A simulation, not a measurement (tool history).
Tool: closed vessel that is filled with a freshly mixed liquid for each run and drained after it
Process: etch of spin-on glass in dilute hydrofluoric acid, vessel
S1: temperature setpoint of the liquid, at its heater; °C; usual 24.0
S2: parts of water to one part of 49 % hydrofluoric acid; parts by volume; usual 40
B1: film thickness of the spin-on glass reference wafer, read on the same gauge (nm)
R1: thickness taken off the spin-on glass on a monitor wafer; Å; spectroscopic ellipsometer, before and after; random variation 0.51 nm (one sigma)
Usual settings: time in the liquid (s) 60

run 1 day=0.000 | S1=26.0 S2=40 time_in_the_liquid_(s)=85 | B1=29.99 | R1=1442.0
run 2 day=1.296 | S1=26.0 S2=40 time_in_the_liquid_(s)=85 | B1=29.99 | R1=1443.7
run 3 day=2.696 | S1=26.0 S2=40 time_in_the_liquid_(s)=85 | B1=29.99 | R1=1442.6
run 4 day=3.567 | S1=24.0 S2=40 time_in_the_liquid_(s)=60 | B1=30.00 | R1=945.0
run 5 day=4.779 | S1=24.0 S2=40 time_in_the_liquid_(s)=60 | B1=29.98 | R1=939.9
run 6 day=5.571 | S1=24.0 S2=40 time_in_the_liquid_(s)=60 | B1=30.00 | R1=938.8
run 7 day=8.850 | S1=24.0 S2=40 time_in_the_liquid_(s)=60 | B1=29.97 | R1=947.9
run 8 day=10.317 | S1=24.0 S2=40 time_in_the_liquid_(s)=60 | B1=29.99 | R1=940.8
run 9 day=11.004 | S1=24.0 S2=40 time_in_the_liquid_(s)=60 | B1=30.00 | R1=953.5
-- day=11.567 thermometer replaced
-- day=11.858 hydrofluoric acid flow meter replaced
run 10 day=12.496 | S1=24.0 S2=40 time_in_the_liquid_(s)=60 | B1=29.99 | R1=876.3
run 11 day=13.754 | S1=26.5 S2=40 time_in_the_liquid_(s)=45 | B1=30.02 | R1=718.6
-- day=14.288 gauge calibrated
run 12 day=14.979 | S1=24.0 S2=40 time_in_the_liquid_(s)=60 | B1=29.97 | R1=873.6
run 13 day=16.258 | S1=24.0 S2=40 time_in_the_liquid_(s)=60 | B1=29.99 | R1=877.6
run 14 day=16.896 | S1=24.0 S2=40 time_in_the_liquid_(s)=60 | B1=29.96 | R1=875.1
run 15 day=19.188 | S1=29.0 S2=40 time_in_the_liquid_(s)=40 | B1=29.99 | R1=715.6
run 16 day=20.462 | S1=24.0 S2=20 time_in_the_liquid_(s)=45 | B1=30.03 | R1=1360.1
run 17 day=21.050 | S1=27.0 S2=30 time_in_the_liquid_(s)=30 | B1=30.01 | R1=669.6
run 18 day=22.021 | S1=25.5 S2=40 time_in_the_liquid_(s)=90 | B1=29.98 | R1=1413.7
run 19 day=23.104 | S1=24.0 S2=40 time_in_the_liquid_(s)=60 | B1=29.99 | R1=880.1
run 20 day=23.708 | S1=24.0 S2=40 time_in_the_liquid_(s)=60 | B1=29.97 | R1=885.8
run 21 day=25.162 | S1=24.0 S2=40 time_in_the_liquid_(s)=30 | B1=30.00 | R1=439.9
run 22 day=26.338 | S1=24.0 S2=40 time_in_the_liquid_(s)=60 | B1=30.00 | R1=880.0
run 23 day=27.300 | S1=21.0 S2=25 time_in_the_liquid_(s)=50 | B1=30.03 | R1=1058.0
run 24 day=28.696 | S1=19.0 S2=40 time_in_the_liquid_(s)=85 | B1=30.03 | R1=1014.8
run 25 day=30.075 | S1=20.0 S2=30 time_in_the_liquid_(s)=30 | B1=30.00 | R1=500.2
run 26 day=31.146 | S1=26.0 S2=40 time_in_the_liquid_(s)=60 | B1=29.96 | R1=956.2
run 27 day=31.838 | S1=24.0 S2=40 time_in_the_liquid_(s)=60 | B1=29.99 | R1=893.6

5 ways to go on from here, each from the tool as it stands after run 27. What would each give?
run A day=31.867 | S1=24.0 S2=55 time_in_the_liquid_(s)=60 | B1=? | R1=?
run B day=31.867 | S1=24.0 S2=25 time_in_the_liquid_(s)=60 | B1=? | R1=?
run C day=31.867 | S1=27.5 S2=50 time_in_the_liquid_(s)=60 | B1=? | R1=?
run D day=31.867 | S1=24.0 S2=40 time_in_the_liquid_(s)=50 | B1=? | R1=?
run E day=31.867 | S1=21.0 S2=50 time_in_the_liquid_(s)=50 | B1=? | R1=?

run=A B1=30.02 R1=629.6
run=B B1=30.02 R1=1443.0
run=C B1=30.02 R1=803.0
run=D B1=30.02 R1=736.3
run=E B1=30.02 R1=513.2
Without the tool's hidden state the same runs would have given:
run=A R1=610.9
run=B R1=1398.9
run=C R1=779.7
run=D R1=714.1
run=E R1=497.5
